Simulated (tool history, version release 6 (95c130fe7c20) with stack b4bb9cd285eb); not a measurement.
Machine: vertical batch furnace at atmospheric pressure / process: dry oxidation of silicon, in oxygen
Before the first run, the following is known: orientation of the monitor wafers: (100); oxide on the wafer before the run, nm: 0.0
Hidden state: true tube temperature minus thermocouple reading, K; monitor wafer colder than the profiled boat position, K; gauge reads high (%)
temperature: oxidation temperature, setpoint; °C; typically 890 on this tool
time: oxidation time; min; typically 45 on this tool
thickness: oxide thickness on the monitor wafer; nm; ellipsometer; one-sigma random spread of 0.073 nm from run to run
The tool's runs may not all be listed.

run   hour  temperature  time  wafers since the last listed run  hours since the last temperature calibration  hours since the boat lift was adjusted  hours since the gauge calibration  read-back reference wafer on the same gauge, thickness  thickness
  1      0          890    45                                 0                                        2473.2                                  2444.2                              443.8                                                   15.79      13.24
  2   18.5          901    45                               186                                        2491.7                                  2462.7                              462.3                                                   15.77      14.94
  3   33.7          901    45                               153                                        2506.9                                  2477.9                              477.5                                                   15.78      14.74
  4   59.8          890  50.5                               263                                          2533                                    2504                              503.6                                                   15.74      14.32
  5     89          890  50.5                               294                                        2562.2                                  2533.2                              532.8                                                   15.75      14.33
  6  182.6          890  50.5                               943                                        2655.8                                  2626.8                              626.4                                                   15.71      14.15
  7  195.9          890    45                               134                                        2669.1                                  2640.1                              639.7                                                   15.71      13.34
  8  212.7          890    45                               169                                        2685.9                                  2656.9                              656.5                                                   15.72      13.16
  9  243.2          890    45                               307                                        2716.4                                  2687.4                                687                                                    15.7      13.13
 10  271.2          890    61                               282                                        2744.4                                  2715.4                                715                                                    15.7      16.18
 11    294          890    61                               229                                        2767.2                                  2738.2                              737.8                                                   15.68      16.13
 12  329.9          890    61                               362                                        2803.1                                  2774.1                              773.7                                                   15.68      16.16
 13  345.6          890    45                               158                                        2818.8                                  2789.8                              789.4                                                    15.7      13.24
     369.9  -- boat lift adjusted
 14  370.4          890    45                                 8                                        2843.6                                     0.5                              814.2                                                   15.68      13.18
 15  384.8          890    45                               145                                          2858                                    14.9                              828.6                                                   15.67       13.2
 16  409.3          890    45                               247                                        2882.5                                    39.4                              853.1                                                   15.69      13.24
 17    426          890    45                               168                                        2899.2                                    56.1                              869.8                                                   15.68      13.14
 18  440.9          890  26.5                               150                                        2914.1                                      71                              884.7                                                   15.66       9.16
 19  465.9          909    45                               252                                        2939.1                                      96                              909.7                                                   15.67      16.04
 20    494          873    45                               283                                        2967.2                                   124.1                              937.8                                                   15.67      10.85
     509.3  -- gauge calibrated
 21  519.9          890  35.5                               261                                        2993.1                                     150                               10.6                                                   16.18      11.59
 22  545.7          890    45                               260                                        3018.9                                   175.8                               36.4                                                   16.16      13.73
     584.7  -- thermocouples replaced and temperature profile calibrated
 23  585.2          908  63.5                               156                                           0.5                                   215.3                               75.9                                                   16.09      20.46
 24  601.3          908    56                               162                                          16.6                                   231.4                                 92                                                   16.06       18.8
 25  628.9          890    45                               278                                          44.2                                     259                              119.6                                                   16.02      13.37
 26  654.5          880  62.5                               258                                          69.8                                   284.6                              145.2                                                   15.98      15.04
 27  666.7          890    45                               123                                            82                                   296.8                              157.4                                                   15.95      13.37
 28    690          900  26.5                               234                                         105.3                                   320.1                              180.7                                                   15.92      10.37
 29  710.3          909    57                               204                                         125.6                                   340.4                                201                                                   15.92      19.13
 30  735.7          890    27                               256                                           151                                   365.8                              226.4                                                   15.87       9.32
 31  755.1          890    45                               195                                         170.4                                   385.2                              245.8                                                   15.86      13.37
 32  777.3          890    27                               223                                         192.6                                   407.4                                268                                                   15.86       9.24
 33  799.1          873    60                               219                                         214.4                                   429.2                              289.8                                                   15.82      13.33
 34  814.1          879  33.5                               151                                         229.4                                   444.2                              304.8                                                   15.82       9.53

What if the next run were any one of these 3? Each begins from the tool's condition after run 34:
  A  818.4          914    45                                43                                         233.7                                   448.5                              309.1                                                       ?          ?
  B  818.4          902  52.5                                43                                         233.7                                   448.5                              309.1                                                       ?          ?
  C  818.4          871    61                                43                                         233.7                                   448.5                              309.1                                                       ?          ?

run  read-back reference wafer on the same gauge, thickness  thickness
  A                                                    15.8         17
  B                                                    15.8      16.67
  C                                                    15.8      13.23
Stripped of hidden state, with their random variation kept, the same runs would have yielded:
run  thickness
  A      17.52
  B      17.19
  C      13.64

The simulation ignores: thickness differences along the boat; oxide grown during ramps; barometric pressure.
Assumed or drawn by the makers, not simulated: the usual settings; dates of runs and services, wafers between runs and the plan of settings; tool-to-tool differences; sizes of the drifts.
